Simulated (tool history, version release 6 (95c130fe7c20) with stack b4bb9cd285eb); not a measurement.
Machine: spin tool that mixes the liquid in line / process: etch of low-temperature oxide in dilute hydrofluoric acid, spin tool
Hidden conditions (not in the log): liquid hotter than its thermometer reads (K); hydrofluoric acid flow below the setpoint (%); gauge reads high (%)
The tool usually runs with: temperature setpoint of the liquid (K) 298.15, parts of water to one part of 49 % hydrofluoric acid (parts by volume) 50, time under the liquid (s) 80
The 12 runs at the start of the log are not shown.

run,day,temperature setpoint of the liquid (K),parts of water to one part of 49 % hydrofluoric acid (parts by volume),time under the liquid (s),wafers since the last listed run,hours since the thermometer was replaced,hours since the hydrofluoric acid flow meter was replaced,hours since the gauge calibration,"read-back film thickness of the low-temperature oxide reference wafer, read on the same gauge (nm)",thickness taken off the low-temperature oxide on a monitor wafer (nm)
13,42.621,298.15,50,105,502,525.2,1039,3167.1,30.03,24.24
14,45.062,294.65,75,95,524,583.8,1097.6,3225.7,30,12.21
# day 49.204: gauge calibrated
15,49.325,298.15,40,110,916,686.1,1199.9,2.9,29.98,31.85
# day 51.088: hydrofluoric acid flow meter replaced
16,52.854,298.15,50,50,749,770.8,42.4,87.6,29.98,11.38
17,56.683,298.15,50,130,823,862.7,134.3,179.5,29.97,29.89
18,58.808,300.15,50,100,456,913.7,185.3,230.5,29.98,24.81
19,63.071,300.65,75,45,916,1016,287.6,332.8,29.99,7.29
20,66.117,296.65,40,40,654,1089.1,360.7,405.9,29.98,10.88
21,68.375,298.15,50,30,485,1143.3,414.9,460.1,30.03,6.96
22,71.325,301.65,75,80,634,1214.1,485.7,530.9,30,13.68
23,72.871,298.15,50,80,332,1251.2,522.8,568,29.98,18.28
24,77.146,298.15,50,80,919,1353.8,625.4,670.6,30,18.47
25,81.229,302.65,50,80,877,1451.8,723.4,768.6,30,22.37
26,83.875,303.15,65,45,568,1515.3,786.9,832.1,29.99,9.71
27,85.396,300.15,50,95,326,1551.8,823.4,868.6,30.01,23.82
28,88.696,298.15,50,80,709,1631,902.6,947.8,30,18.41
29,92.708,298.15,50,80,862,1727.3,998.9,1044.1,29.98,18.47
30,96.496,296.65,70,80,814,1818.2,1089.8,1135,30.01,12.04
31,99.392,298.15,60,110,622,1887.7,1159.3,1204.5,30.01,20.45

Branching from run 31: 5 alternative next runs. What would each branch give?
A,99.408,296.65,50,80,3,1888.1,1159.7,1204.9,?,?
B,99.408,295.65,60,120,3,1888.1,1159.7,1204.9,?,?
C,99.408,298.15,25,80,3,1888.1,1159.7,1204.9,?,?
D,99.408,298.15,35,80,3,1888.1,1159.7,1204.9,?,?
E,99.408,302.15,50,80,3,1888.1,1159.7,1204.9,?,?

run,"read-back film thickness of the low-temperature oxide reference wafer, read on the same gauge (nm)",thickness taken off the low-temperature oxide on a monitor wafer (nm)
A,30,17.15
B,30,20.3
C,30,37.75
D,30,26.59
E,30,21.42
Without the tool's hidden state the same runs would have given:
run,thickness taken off the low-temperature oxide on a monitor wafer (nm)
A,17.15
B,20.3
C,37.75
D,26.59
E,21.42

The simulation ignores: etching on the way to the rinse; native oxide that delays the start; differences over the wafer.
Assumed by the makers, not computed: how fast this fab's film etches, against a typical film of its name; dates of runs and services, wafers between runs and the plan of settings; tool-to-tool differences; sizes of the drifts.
